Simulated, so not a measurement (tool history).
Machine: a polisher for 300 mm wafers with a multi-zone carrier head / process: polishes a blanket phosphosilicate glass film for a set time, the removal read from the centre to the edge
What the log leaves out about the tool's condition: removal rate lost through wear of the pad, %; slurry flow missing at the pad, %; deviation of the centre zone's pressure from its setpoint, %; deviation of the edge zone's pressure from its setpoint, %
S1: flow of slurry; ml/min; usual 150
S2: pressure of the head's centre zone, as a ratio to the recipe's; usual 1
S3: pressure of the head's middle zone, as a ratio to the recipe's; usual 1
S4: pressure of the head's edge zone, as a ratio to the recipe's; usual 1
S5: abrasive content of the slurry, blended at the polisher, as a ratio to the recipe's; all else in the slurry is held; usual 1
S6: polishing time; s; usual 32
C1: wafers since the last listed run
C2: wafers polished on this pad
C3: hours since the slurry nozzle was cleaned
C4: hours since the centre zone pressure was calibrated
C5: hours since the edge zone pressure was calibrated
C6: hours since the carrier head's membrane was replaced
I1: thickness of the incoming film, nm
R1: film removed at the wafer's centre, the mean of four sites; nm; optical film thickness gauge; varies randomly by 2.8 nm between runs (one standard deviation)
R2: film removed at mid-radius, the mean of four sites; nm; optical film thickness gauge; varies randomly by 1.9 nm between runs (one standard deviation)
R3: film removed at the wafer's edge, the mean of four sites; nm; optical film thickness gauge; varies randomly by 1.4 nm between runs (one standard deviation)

| run | hour | S1 | S2 | S3 | S4 | S5 | S6 | C1 | C2 | C3 | C4 | C5 | C6 | I1 | R1 | R2 | R3 |
|---|---|---|---|---|---|---|---|---|---|---|---|---|---|---|---|---|---|
| 1 | 0 | 135 | 1 | 1 | 1 | 1 | 32 | 0 | 981 | 176.5 | 1169.4 | 611.4 | 39.5 | 3524.2 | 195 | 196.9 | 204.3 |
|  | 2.5 | centre zone pressure recalibrated |
|  | 13.6 | worn pad replaced by a new one |
| 2 | 14.1 | 135 | 1 | 1 | 1 | 1 | 32 | 137 | 7 | 190.6 | 11.6 | 625.5 | 53.6 | 3453.5 | 213.4 | 208.1 | 216.7 |
| 3 | 24.2 | 135 | 1 | 1 | 1 | 1 | 32 | 171 | 179 | 200.7 | 21.7 | 635.6 | 63.7 | 3459.9 | 211.5 | 210.9 | 216.8 |
| 4 | 39.6 | 150 | 1.11 | 1.06 | 1 | 0.8 | 21 | 262 | 442 | 216.1 | 37.1 | 651 | 79.1 | 3510.2 | 141 | 134.1 | 129.6 |
| 5 | 46.3 | 150 | 1 | 1 | 1 | 1 | 32 | 114 | 556 | 222.8 | 43.8 | 657.7 | 85.8 | 3486.8 | 209.5 | 208.8 | 217.2 |
| 6 | 55.1 | 150 | 1 | 1.1 | 1 | 1 | 32 | 149 | 705 | 231.6 | 52.6 | 666.5 | 94.6 | 3488.9 | 204.5 | 227 | 213.5 |
| 7 | 67.5 | 150 | 1 | 1 | 1 | 1 | 32 | 211 | 917 | 244 | 65 | 678.9 | 107 | 3534.2 | 202.7 | 201.1 | 209.4 |
| 8 | 79.5 | 180 | 1 | 1 | 1 | 1 | 32 | 204 | 1121 | 256 | 77 | 690.9 | 119 | 3566.4 | 204.3 | 209.1 | 205.9 |
| 9 | 87.1 | 195 | 1 | 1 | 1 | 1 | 32 | 129 | 1250 | 263.6 | 84.6 | 698.5 | 126.6 | 3453.8 | 209 | 201.8 | 204.7 |
|  | 91 | slurry nozzle cleaned |
| 10 | 96.6 | 150 | 1 | 1 | 1 | 1 | 32 | 144 | 1395 | 5.6 | 94.1 | 708 | 136.1 | 3460.9 | 189.5 | 192.1 | 195.9 |
| 11 | 104.1 | 150 | 0.9 | 1 | 1 | 0.9 | 32 | 127 | 1523 | 13.1 | 101.6 | 715.5 | 143.6 | 3543.8 | 161.4 | 180.1 | 181.8 |
|  | 108.3 | worn pad replaced by a new one |
| 12 | 111 | 150 | 1 | 0.89 | 1 | 1 | 32 | 49 | 46 | 20 | 108.5 | 722.4 | 150.5 | 3577 | 208.9 | 193.8 | 219.2 |
|  | 115.9 | edge zone pressure recalibrated |
| 13 | 122.3 | 150 | 1.09 | 1 | 1 | 1 | 32 | 158 | 204 | 31.3 | 119.8 | 6.4 | 161.8 | 3575.3 | 229 | 209.9 | 214.7 |
| 14 | 132.1 | 135 | 1 | 1 | 1 | 0.75 | 42 | 166 | 371 | 41.1 | 129.6 | 16.2 | 171.6 | 3431.7 | 240.8 | 235.5 | 243.8 |
| 15 | 143.5 | 185 | 1 | 0.92 | 1 | 1 | 35 | 194 | 565 | 52.5 | 141 | 27.6 | 183 | 3466.3 | 232.1 | 220.1 | 237 |
| 16 | 154.6 | 190 | 1 | 1 | 1 | 1.3 | 29 | 188 | 754 | 63.6 | 152.1 | 38.7 | 194.1 | 3457.7 | 216.5 | 211.9 | 213.5 |
| 17 | 169.3 | 150 | 0.89 | 0.9 | 0.9 | 1 | 27 | 250 | 1004 | 78.3 | 166.8 | 53.4 | 208.8 | 3554 | 149.3 | 156.4 | 163.5 |
| 18 | 179.1 | 150 | 1 | 1 | 0.92 | 1.25 | 38 | 166 | 1171 | 88.1 | 176.6 | 63.2 | 218.6 | 3425.7 | 252.8 | 253.5 | 245.7 |
|  | 192.8 | worn pad replaced by a new one |
| 19 | 196.4 | 150 | 1 | 1 | 1.04 | 1.15 | 32 | 226 | 60 | 105.4 | 193.9 | 80.5 | 235.9 | 3507.5 | 226.5 | 224.8 | 235.8 |
| 20 | 203.8 | 150 | 1 | 1 | 1 | 1 | 23 | 125 | 186 | 112.8 | 201.3 | 87.9 | 243.3 | 3489.3 | 153 | 152.2 | 155.3 |
| 21 | 220.6 | 180 | 1 | 1 | 1 | 1 | 21 | 286 | 472 | 129.6 | 218.1 | 104.7 | 260.1 | 3440.8 | 140.3 | 142.4 | 143.4 |
| 22 | 236.9 | 150 | 1 | 1 | 1.03 | 1 | 32 | 277 | 750 | 145.9 | 234.4 | 121 | 276.4 | 3566.7 | 208.1 | 204.8 | 214.4 |

What if the next run were any one of these 4? Each begins from the tool's condition after run 22:
| A | 237.3 | 150 | 1.08 | 1 | 1 | 1 | 32 | 6 | 757 | 146.3 | 234.8 | 121.4 | 276.8 | 3514.5 | ? | ? | ? |
| B | 237.3 | 150 | 1 | 1 | 1 | 0.75 | 23 | 6 | 757 | 146.3 | 234.8 | 121.4 | 276.8 | 3514.5 | ? | ? | ? |
| C | 237.3 | 150 | 1 | 1 | 1 | 0.8 | 37 | 6 | 757 | 146.3 | 234.8 | 121.4 | 276.8 | 3514.5 | ? | ? | ? |
| D | 237.3 | 150 | 1 | 1 | 1.09 | 1 | 32 | 6 | 757 | 146.3 | 234.8 | 121.4 | 276.8 | 3514.5 | ? | ? | ? |

| run | R1 | R2 | R3 |
|---|---|---|---|
| A | 225.9 | 209.4 | 211.2 |
| B | 133 | 133.2 | 134.4 |
| C | 220.1 | 220.5 | 222.4 |
| D | 209.1 | 209.4 | 220.4 |
Stripped of hidden state, with their random variation kept, the same runs would have yielded:
| run | R1 | R2 | R3 |
|---|---|---|---|
| A | 234.8 | 217.6 | 219.5 |
| B | 138.2 | 138.5 | 139.7 |
| C | 228.7 | 229.2 | 231.1 |
| D | 217.3 | 217.7 | 229.1 |
